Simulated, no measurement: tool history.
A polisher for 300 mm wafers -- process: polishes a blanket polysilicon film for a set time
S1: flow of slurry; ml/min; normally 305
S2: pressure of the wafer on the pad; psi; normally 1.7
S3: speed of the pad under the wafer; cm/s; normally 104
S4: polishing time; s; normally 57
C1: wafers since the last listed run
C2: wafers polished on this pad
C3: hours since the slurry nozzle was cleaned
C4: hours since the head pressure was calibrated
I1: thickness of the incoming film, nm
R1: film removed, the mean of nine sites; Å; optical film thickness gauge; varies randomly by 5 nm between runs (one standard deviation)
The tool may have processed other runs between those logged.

{"run": 1, "hour": 0.0, "S1": 355, "S2": 1.7, "S3": 104, "S4": 57, "C1": 0, "C2": 1111, "C3": 406.1, "C4": 409.5, "I1": 1156.3, "R1": 3044}
{"hour": 12.9, "done": "worn pad replaced by a new one"}
{"run": 2, "hour": 46.2, "S1": 305, "S2": 1.7, "S3": 104, "S4": 57, "C1": 249, "C2": 196, "C3": 452.3, "C4": 455.7, "I1": 1158.4, "R1": 3246}
{"run": 3, "hour": 131.0, "S1": 305, "S2": 1.9, "S3": 104, "S4": 57, "C1": 501, "C2": 698, "C3": 537.1, "C4": 540.5, "I1": 1126.7, "R1": 3558}
{"run": 4, "hour": 189.5, "S1": 305, "S2": 1.9, "S3": 104, "S4": 57, "C1": 346, "C2": 1044, "C3": 595.6, "C4": 599, "I1": 1126.1, "R1": 3310}
{"hour": 212.7, "done": "worn pad replaced by a new one"}
{"run": 5, "hour": 276.4, "S1": 305, "S2": 1.9, "S3": 104, "S4": 57, "C1": 490, "C2": 376, "C3": 682.5, "C4": 685.9, "I1": 1143.3, "R1": 3591}
{"hour": 298.2, "done": "slurry nozzle cleaned"}
{"hour": 304.0, "done": "head pressure recalibrated"}
{"run": 6, "hour": 366.9, "S1": 305, "S2": 2, "S3": 104, "S4": 57, "C1": 517, "C2": 894, "C3": 68.7, "C4": 62.9, "I1": 1126.5, "R1": 3593}
{"hour": 403.2, "done": "worn pad replaced by a new one"}
{"run": 7, "hour": 414.0, "S1": 305, "S2": 1.7, "S3": 104, "S4": 57, "C1": 254, "C2": 64, "C3": 115.8, "C4": 110, "I1": 1144.5, "R1": 3331}
{"run": 8, "hour": 451.2, "S1": 305, "S2": 1.7, "S3": 104, "S4": 57, "C1": 220, "C2": 284, "C3": 153, "C4": 147.2, "I1": 1130.3, "R1": 3414}
{"run": 9, "hour": 532.9, "S1": 395, "S2": 1.4, "S3": 104, "S4": 47, "C1": 483, "C2": 767, "C3": 234.7, "C4": 228.9, "I1": 1154.8, "R1": 2182}
{"hour": 621.1, "done": "worn pad replaced by a new one"}
{"run": 10, "hour": 623.0, "S1": 305, "S2": 1.7, "S3": 90, "S4": 57, "C1": 509, "C2": 11, "C3": 324.8, "C4": 319, "I1": 1138.8, "R1": 3037}
{"run": 11, "hour": 690.8, "S1": 210, "S2": 1.3, "S3": 116, "S4": 41, "C1": 401, "C2": 412, "C3": 392.6, "C4": 386.8, "I1": 1151.3, "R1": 1883}
{"run": 12, "hour": 733.7, "S1": 305, "S2": 1.9, "S3": 104, "S4": 50, "C1": 253, "C2": 666, "C3": 435.5, "C4": 429.7, "I1": 1158.2, "R1": 3116}
{"hour": 793.1, "done": "worn pad replaced by a new one"}
{"run": 13, "hour": 793.6, "S1": 305, "S2": 1.7, "S3": 104, "S4": 57, "C1": 330, "C2": 2, "C3": 495.4, "C4": 489.6, "I1": 1128, "R1": 3251}
{"run": 14, "hour": 828.1, "S1": 305, "S2": 1.7, "S3": 80, "S4": 41, "C1": 204, "C2": 206, "C3": 529.9, "C4": 524.1, "I1": 1142.5, "R1": 1959}
{"run": 15, "hour": 881.7, "S1": 370, "S2": 1.7, "S3": 74, "S4": 57, "C1": 317, "C2": 523, "C3": 583.5, "C4": 577.7, "I1": 1142, "R1": 2594}
{"run": 16, "hour": 923.3, "S1": 305, "S2": 1.7, "S3": 118, "S4": 57, "C1": 246, "C2": 769, "C3": 625.1, "C4": 619.3, "I1": 1152.8, "R1": 3416}
{"run": 17, "hour": 980.4, "S1": 210, "S2": 2.1, "S3": 70, "S4": 44, "C1": 337, "C2": 1107, "C3": 682.2, "C4": 676.4, "I1": 1123.6, "R1": 2049}

Across each entry between runs, compare the hidden state at the last listed run before it with the hidden state at the first listed run after it:
From run 1 to run 2: worn pad replaced by a new one (hour 12.9)
  removal rate lost through wear of the pad, %: 11.4 -> 1.52; slurry flow missing at the pad, %: 24 -> 26.7
  measured less the result without the state, R1: -466 -> -143 Å
From run 4 to run 5: worn pad replaced by a new one (hour 212.7)
  removal rate lost through wear of the pad, %: 10.9 -> 1.83; slurry flow missing at the pad, %: 34.9 -> 39.9
  measured less the result without the state, R1: -558 -> -252 Å
From run 5 to run 6: slurry nozzle cleaned (hour 298.2); head pressure recalibrated (hour 304)
  removal rate lost through wear of the pad, %: 1.83 -> 7.99; slurry flow missing at the pad, %: 39.9 -> 5.01
  measured less the result without the state, R1: -252 -> -328 Å
From run 6 to run 7: worn pad replaced by a new one (hour 403.2)
  removal rate lost through wear of the pad, %: 7.99 -> 0.163; slurry flow missing at the pad, %: 5.01 -> 7.72
  measured less the result without the state, R1: -328 -> -28 Å
From run 9 to run 10: worn pad replaced by a new one (hour 621.1)
  removal rate lost through wear of the pad, %: 5.38 -> 0.129; slurry flow missing at the pad, %: 14.6 -> 19.8
  measured less the result without the state, R1: -149 -> -62 Å
From run 12 to run 13: worn pad replaced by a new one (hour 793.1)
  removal rate lost through wear of the pad, %: 4.09 -> 1.9; slurry flow missing at the pad, %: 26.2 -> 29.6
  measured less the result without the state, R1: -223 -> -170 Å
